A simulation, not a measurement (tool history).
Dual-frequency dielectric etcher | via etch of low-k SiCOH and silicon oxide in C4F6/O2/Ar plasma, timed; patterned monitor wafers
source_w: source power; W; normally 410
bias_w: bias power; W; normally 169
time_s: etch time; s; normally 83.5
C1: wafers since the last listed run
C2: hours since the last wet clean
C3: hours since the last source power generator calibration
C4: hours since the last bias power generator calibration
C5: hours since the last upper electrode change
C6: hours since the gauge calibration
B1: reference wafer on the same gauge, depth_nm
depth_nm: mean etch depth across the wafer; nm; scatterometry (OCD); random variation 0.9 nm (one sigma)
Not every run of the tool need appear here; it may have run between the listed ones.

Run 1, hour 0: usual settings; C1 0; C2 294.1; C3 1201; C4 1246.2; C5 5422.2; C6 334.3; B1 198. Result: depth_nm 236.2 nm.
Run 2, hour 104.3: usual settings; C1 1525; C2 398.4; C3 1305.3; C4 1350.5; C5 5526.5; C6 438.6; B1 198.1. Result: depth_nm 235.5 nm.
Run 3, hour 166.6: usual settings; C1 911; C2 460.7; C3 1367.6; C4 1412.8; C5 5588.8; C6 500.9; B1 198.2. Result: depth_nm 235 nm.
Run 4, hour 258.5: usual settings but bias_w 160 W, time_s 94.5 s; C1 1344; C2 552.6; C3 1459.5; C4 1504.7; C5 5680.7; C6 592.8; B1 197.9. Result: depth_nm 262.5 nm.
At hour 356.3: wet clean of the chamber.
Run 5, hour 356.8: usual settings but time_s 70.5 s; C1 1086; C2 0.5; C3 1557.8; C4 1603; C5 5779; C6 691.1; B1 198.2. Result: depth_nm 199.1 nm.
Run 6, hour 599.1: usual settings but time_s 70.5 s; C1 3544; C2 242.8; C3 1800.1; C4 1845.3; C5 6021.3; C6 933.4; B1 197.8. Result: depth_nm 199.7 nm.
Run 7, hour 653.7: usual settings but time_s 70.5 s; C1 798; C2 297.4; C3 1854.7; C4 1899.9; C5 6075.9; C6 988; B1 197.8. Result: depth_nm 198.2 nm.
Run 8, hour 729.5: usual settings but source_w 450 W; C1 1108; C2 373.2; C3 1930.5; C4 1975.7; C5 6151.7; C6 1063.8; B1 197.9. Result: depth_nm 245.8 nm.
Run 9, hour 837.4: usual settings but source_w 450 W; C1 1578; C2 481.1; C3 2038.4; C4 2083.6; C5 6259.6; C6 1171.7; B1 197.7. Result: depth_nm 246.2 nm.
Run 10, hour 885.9: usual settings but source_w 450 W; C1 709; C2 529.6; C3 2086.9; C4 2132.1; C5 6308.1; C6 1220.2; B1 197.7. Result: depth_nm 247.7 nm.
Run 11, hour 940.2: usual settings; C1 794; C2 583.9; C3 2141.2; C4 2186.4; C5 6362.4; C6 1274.5; B1 198.3. Result: depth_nm 237.2 nm.

Run 12 is up next; what results do you expect?
At hour 1017.2: source power generator calibrated.
At hour 1022: upper electrode replaced, of another model than before.
At hour 1022.4: wet clean of the chamber.
Run 12, hour 1022.9: usual settings; C1 1076; C2 0.5; C3 5.7; C4 2269.1; C5 0.9; C6 1357.2; B1 ?. Result: depth_nm ?.

{"run 12": {"B1": 198, "depth_nm": 235.1}}
With the hidden condition absent and the run-to-run variation left alone, this run would have shown depth_nm 234.9 nm.

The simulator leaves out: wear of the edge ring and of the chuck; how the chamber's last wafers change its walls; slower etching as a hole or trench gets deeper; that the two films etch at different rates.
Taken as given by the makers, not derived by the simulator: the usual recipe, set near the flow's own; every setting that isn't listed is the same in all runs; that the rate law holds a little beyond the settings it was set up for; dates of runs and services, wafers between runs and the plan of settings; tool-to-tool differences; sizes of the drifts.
